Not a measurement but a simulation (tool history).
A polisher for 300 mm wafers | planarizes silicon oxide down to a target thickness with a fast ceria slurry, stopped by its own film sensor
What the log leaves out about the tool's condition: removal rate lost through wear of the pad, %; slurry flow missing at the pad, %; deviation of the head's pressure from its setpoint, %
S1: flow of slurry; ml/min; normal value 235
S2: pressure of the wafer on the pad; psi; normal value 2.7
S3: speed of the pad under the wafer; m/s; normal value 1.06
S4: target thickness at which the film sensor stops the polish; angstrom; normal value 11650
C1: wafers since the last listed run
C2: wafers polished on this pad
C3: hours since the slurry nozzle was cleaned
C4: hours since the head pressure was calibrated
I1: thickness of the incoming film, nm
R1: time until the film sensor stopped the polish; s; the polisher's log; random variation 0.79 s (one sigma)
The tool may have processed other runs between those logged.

run	day	S1	S2	S3	S4	C1	C2	C3	C4	I1	R1
1	0	235	2.7	1.06	11650	0	312	364.8	444.2	2070.7	64.3
2	1.317	235	2.7	1.06	11650	309	621	396.4	475.8	2061.9	63.7
# day 1.512: worn pad replaced by a new one
3	2.579	235	2.7	1.06	11650	257	250	426.7	506.1	2063.1	65.2
4	3.562	235	2.7	1.06	11650	230	481	450.3	529.7	2056.5	62.2
# day 4.988: worn pad replaced by a new one
5	5.008	235	2.7	1.06	11650	300	4	485	564.4	2031.5	62
6	6.108	235	2.7	1.06	11650	258	262	511.4	590.8	2032.6	63.5
# day 6.338: head pressure recalibrated
7	7.038	235	2.7	1.06	11650	198	461	533.7	16.8	2083.9	61.1
# day 8.371: worn pad replaced by a new one
8	8.392	235	2.7	1.26	11650	278	4	566.2	49.3	2074.3	54.3
9	9.575	165	2.7	1.06	11650	277	282	594.6	77.7	2040.3	62.7
# day 10: slurry nozzle cleaned
10	10.25	260	3.2	1.06	11650	148	431	6	93.9	2026.6	50.5
11	11.242	210	2.1	1.06	14580	232	664	29.8	117.7	2070.4	53.1
# day 11.879: worn pad replaced by a new one
12	12.383	235	3	0.78	11650	228	118	57.2	145.1	2061.1	69.4
13	12.929	235	2.7	1.24	9940	128	246	70.3	158.2	2058.4	67
14	13.596	235	2.7	1.06	11650	156	403	86.3	174.2	2051.9	62
15	14.488	155	2.4	1.28	12660	209	612	107.7	195.6	2039.9	55.1
# day 15.267: worn pad replaced by a new one
16	15.358	270	2.1	1.06	9630	165	21	128.6	216.5	2033.1	91.7
17	16.192	235	2.7	1.06	11650	195	217	148.6	236.5	2072.1	64

Alternative continuations, all from the tool just after run 17; predict every row:
A	16.208	260	2.7	1.06	11650	3	221	149	236.9	2049.4	?
B	16.208	235	2.7	0.76	11650	3	221	149	236.9	2049.4	?
C	16.208	235	1.8	0.68	11650	3	221	149	236.9	2049.4	?

run	R1
A	62.3
B	77.6
C	115.5
Had the tool no hidden state, the same runs would have come out as:
run	R1
A	58.7
B	73
C	108.7

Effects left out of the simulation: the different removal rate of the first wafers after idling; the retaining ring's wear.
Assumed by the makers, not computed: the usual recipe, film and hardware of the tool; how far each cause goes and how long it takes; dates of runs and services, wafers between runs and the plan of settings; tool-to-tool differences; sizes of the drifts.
